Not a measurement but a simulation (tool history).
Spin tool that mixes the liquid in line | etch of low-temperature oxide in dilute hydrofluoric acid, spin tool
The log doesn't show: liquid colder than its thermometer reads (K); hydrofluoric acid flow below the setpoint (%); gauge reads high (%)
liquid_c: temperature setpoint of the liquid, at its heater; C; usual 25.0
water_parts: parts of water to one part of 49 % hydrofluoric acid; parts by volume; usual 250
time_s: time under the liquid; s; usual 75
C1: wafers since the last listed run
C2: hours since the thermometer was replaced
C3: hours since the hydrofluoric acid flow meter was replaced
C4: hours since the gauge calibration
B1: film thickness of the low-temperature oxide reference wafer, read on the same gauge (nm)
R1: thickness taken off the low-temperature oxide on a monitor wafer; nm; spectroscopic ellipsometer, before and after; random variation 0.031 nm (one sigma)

run 1 day=0.000 | liquid_c=25.0 water_parts=250 time_s=75 | C1=0 C2=1972.7 C3=189.9 C4=293.7 | B1=130.04 | R1=5.20
run 2 day=3.033 | liquid_c=25.0 water_parts=250 time_s=75 | C1=788 C2=2045.5 C3=262.7 C4=366.5 | B1=129.82 | R1=5.22
run 3 day=7.054 | liquid_c=25.0 water_parts=250 time_s=75 | C1=1045 C2=2142.0 C3=359.2 C4=463.0 | B1=129.45 | R1=5.24
run 4 day=10.917 | liquid_c=25.0 water_parts=250 time_s=75 | C1=1004 C2=2234.7 C3=451.9 C4=555.7 | B1=129.00 | R1=5.17
run 5 day=13.300 | liquid_c=25.0 water_parts=250 time_s=75 | C1=619 C2=2291.9 C3=509.1 C4=612.9 | B1=128.70 | R1=5.21
run 6 day=16.183 | liquid_c=25.0 water_parts=250 time_s=75 | C1=749 C2=2361.1 C3=578.3 C4=682.1 | B1=128.33 | R1=5.13
run 7 day=20.525 | liquid_c=25.0 water_parts=250 time_s=75 | C1=1128 C2=2465.3 C3=682.5 C4=786.3 | B1=127.60 | R1=5.15
-- day=23.725 thermometer replaced
run 8 day=24.071 | liquid_c=25.0 water_parts=250 time_s=75 | C1=910 C2=8.3 C3=767.6 C4=871.4 | B1=126.99 | R1=5.16
run 9 day=27.067 | liquid_c=25.0 water_parts=250 time_s=75 | C1=778 C2=80.2 C3=839.5 C4=943.3 | B1=126.40 | R1=5.11
run 10 day=31.388 | liquid_c=25.0 water_parts=250 time_s=110 | C1=1123 C2=183.9 C3=943.2 C4=1047.0 | B1=125.43 | R1=7.34
-- day=32.171 hydrofluoric acid flow meter replaced
-- day=34.112 gauge calibrated
run 11 day=34.158 | liquid_c=26.5 water_parts=190 time_s=95 | C1=709 C2=250.4 C3=47.7 C4=1.1 | B1=130.34 | R1=9.89
run 12 day=37.112 | liquid_c=29.0 water_parts=160 time_s=85 | C1=767 C2=321.3 C3=118.6 C4=72.0 | B1=130.29 | R1=11.84
run 13 day=39.450 | liquid_c=25.0 water_parts=250 time_s=75 | C1=607 C2=377.4 C3=174.7 C4=128.1 | B1=130.24 | R1=5.23
run 14 day=42.662 | liquid_c=25.0 water_parts=250 time_s=75 | C1=835 C2=454.5 C3=251.8 C4=205.2 | B1=130.10 | R1=5.25
run 15 day=46.738 | liquid_c=22.5 water_parts=205 time_s=100 | C1=1059 C2=552.3 C3=349.6 C4=303.0 | B1=129.89 | R1=8.18
run 16 day=48.429 | liquid_c=23.5 water_parts=250 time_s=75 | C1=439 C2=592.9 C3=390.2 C4=343.6 | B1=129.84 | R1=4.89
run 17 day=50.762 | liquid_c=25.0 water_parts=145 time_s=50 | C1=606 C2=648.9 C3=446.2 C4=399.6 | B1=129.59 | R1=6.69
run 18 day=54.696 | liquid_c=27.5 water_parts=360 time_s=95 | C1=1022 C2=743.3 C3=540.6 C4=494.0 | B1=129.22 | R1=4.48
run 19 day=56.788 | liquid_c=25.0 water_parts=250 time_s=75 | C1=543 C2=793.5 C3=590.8 C4=544.2 | B1=128.98 | R1=5.14

Measured less the same run without the tool's hidden state. The same run-to-run variation is in both; the gauge's scatter may not be:
run=1 R1=+0.00
run=2 R1=-0.01
run=3 R1=-0.02
run=4 R1=-0.04
run=5 R1=-0.06
run=6 R1=-0.07
run=7 R1=-0.09
run=8 R1=-0.12
run=9 R1=-0.15
run=10 R1=-0.26
run=11 R1=+0.02
run=12 R1=+0.03
run=13 R1=+0.01
run=14 R1=+0.01
run=15 R1=+0.00
run=16 R1=-0.01
run=17 R1=-0.02
run=18 R1=-0.02
run=19 R1=-0.04

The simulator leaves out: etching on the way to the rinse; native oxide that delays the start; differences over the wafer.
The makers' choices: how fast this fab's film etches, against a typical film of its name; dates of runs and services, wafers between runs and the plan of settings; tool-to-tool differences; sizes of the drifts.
